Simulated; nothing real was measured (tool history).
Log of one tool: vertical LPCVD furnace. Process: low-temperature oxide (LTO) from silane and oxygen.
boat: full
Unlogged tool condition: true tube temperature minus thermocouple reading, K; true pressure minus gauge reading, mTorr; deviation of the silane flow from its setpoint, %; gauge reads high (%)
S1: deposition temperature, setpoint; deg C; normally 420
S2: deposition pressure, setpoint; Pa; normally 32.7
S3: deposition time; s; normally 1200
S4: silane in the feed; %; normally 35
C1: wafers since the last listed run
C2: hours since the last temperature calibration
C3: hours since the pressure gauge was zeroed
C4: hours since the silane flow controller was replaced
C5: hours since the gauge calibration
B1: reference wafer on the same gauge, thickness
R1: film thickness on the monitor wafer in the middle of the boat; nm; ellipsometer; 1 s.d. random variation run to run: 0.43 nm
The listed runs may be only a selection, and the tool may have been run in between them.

| run | hour | S1 | S2 | S3 | S4 | C1 | C2 | C3 | C4 | C5 | B1 | R1 |
|---|---|---|---|---|---|---|---|---|---|---|---|---|
| 1 | 0 | 414 | 32.7 | 1200 | 35 | 0 | 2801.7 | 3555.6 | 2276.5 | 49.2 | 188 | 170.96 |
| 2 | 48.8 | 414 | 32.7 | 1200 | 35 | 638 | 2850.5 | 3604.4 | 2325.3 | 98 | 188.01 | 170.9 |
| 3 | 102.7 | 414 | 32.7 | 1200 | 35 | 704 | 2904.4 | 3658.3 | 2379.2 | 151.9 | 187.91 | 169.85 |
| 4 | 138.8 | 420 | 36 | 1200 | 35 | 472 | 2940.5 | 3694.4 | 2415.3 | 188 | 188 | 201.05 |
| 5 | 169.3 | 420 | 32.7 | 1380 | 35 | 398 | 2971 | 3724.9 | 2445.8 | 218.5 | 188 | 208.49 |
| 6 | 202.3 | 420 | 32.7 | 1380 | 35 | 431 | 3004 | 3757.9 | 2478.8 | 251.5 | 188.07 | 208.23 |
|  | 269.5 | pressure gauge zeroed |
| 7 | 273.9 | 420 | 32.7 | 1380 | 35 | 622 | 3075.6 | 4.4 | 2550.4 | 323.1 | 188.04 | 219.77 |
|  | 324.1 | gauge calibrated |
|  | 336.9 | silane flow controller replaced |
| 8 | 337.4 | 420 | 32.7 | 1200 | 35 | 516 | 3139.1 | 67.9 | 0.5 | 13.3 | 187.98 | 199.46 |
| 9 | 360.2 | 430 | 37.3 | 1380 | 31 | 298 | 3161.9 | 90.7 | 23.3 | 36.1 | 188.04 | 248.3 |
|  | 432.2 | thermocouples replaced and temperature profile calibrated |
| 10 | 432.7 | 414 | 32.7 | 1200 | 35 | 634 | 0.5 | 163.2 | 95.8 | 108.6 | 188.1 | 186 |
| 11 | 480.2 | 432 | 39.3 | 1500 | 40 | 621 | 48 | 210.7 | 143.3 | 156.1 | 187.92 | 396.48 |
| 12 | 548.9 | 420 | 32.7 | 1200 | 35 | 898 | 116.7 | 279.4 | 212 | 224.8 | 188 | 197.96 |
| 13 | 605.1 | 420 | 32.7 | 1200 | 38 | 735 | 172.9 | 335.6 | 268.2 | 281 | 188.04 | 220.15 |
| 14 | 635.8 | 420 | 24.7 | 870 | 40 | 401 | 203.6 | 366.3 | 298.9 | 311.7 | 188.02 | 127.04 |
| 15 | 684.8 | 415 | 32.7 | 1200 | 35 | 640 | 252.6 | 415.3 | 347.9 | 360.7 | 187.98 | 186.56 |
|  | 709.9 | gauge calibrated |
| 16 | 713.7 | 411 | 32.7 | 720 | 35 | 377 | 281.5 | 444.2 | 376.8 | 3.8 | 188.04 | 107.27 |
| 17 | 774.9 | 420 | 32.7 | 1200 | 35 | 800 | 342.7 | 505.4 | 438 | 65 | 187.97 | 197.1 |

Hidden condition of the tool, last listed run before each entry between runs versus first listed run after:
Between runs 6 and 7: pressure gauge zeroed (hour 269.5)
  true pressure minus gauge reading, mTorr: -13.9 -> -0.342; deviation of the silane flow from its setpoint, %: -4.59 -> -4.62
  what was measured, less what the result would be without the hidden state, R1: -21.44 -> -9.29 nm
Between runs 7 and 8: gauge calibrated (hour 324.1); silane flow controller replaced (hour 336.9)
  true pressure minus gauge reading, mTorr: -0.342 -> -0.346; deviation of the silane flow from its setpoint, %: -4.62 -> 0.336
  what was measured, less what the result would be without the hidden state, R1: -9.29 -> +0.28 nm
Between runs 9 and 10: thermocouples replaced and temperature profile calibrated (hour 432.2)
  true pressure minus gauge reading, mTorr: -0.349 -> -0.365; deviation of the silane flow from its setpoint, %: 0.237 -> -0.0636
  what was measured, less what the result would be without the hidden state, R1: +0.24 -> -0.37 nm
Between runs 15 and 16: gauge calibrated (hour 709.9)
  true pressure minus gauge reading, mTorr: -0.495 -> -0.517; deviation of the silane flow from its setpoint, %: -0.954 -> -1.04
  what was measured, less what the result would be without the hidden state, R1: -1.9 -> -1.19 nm
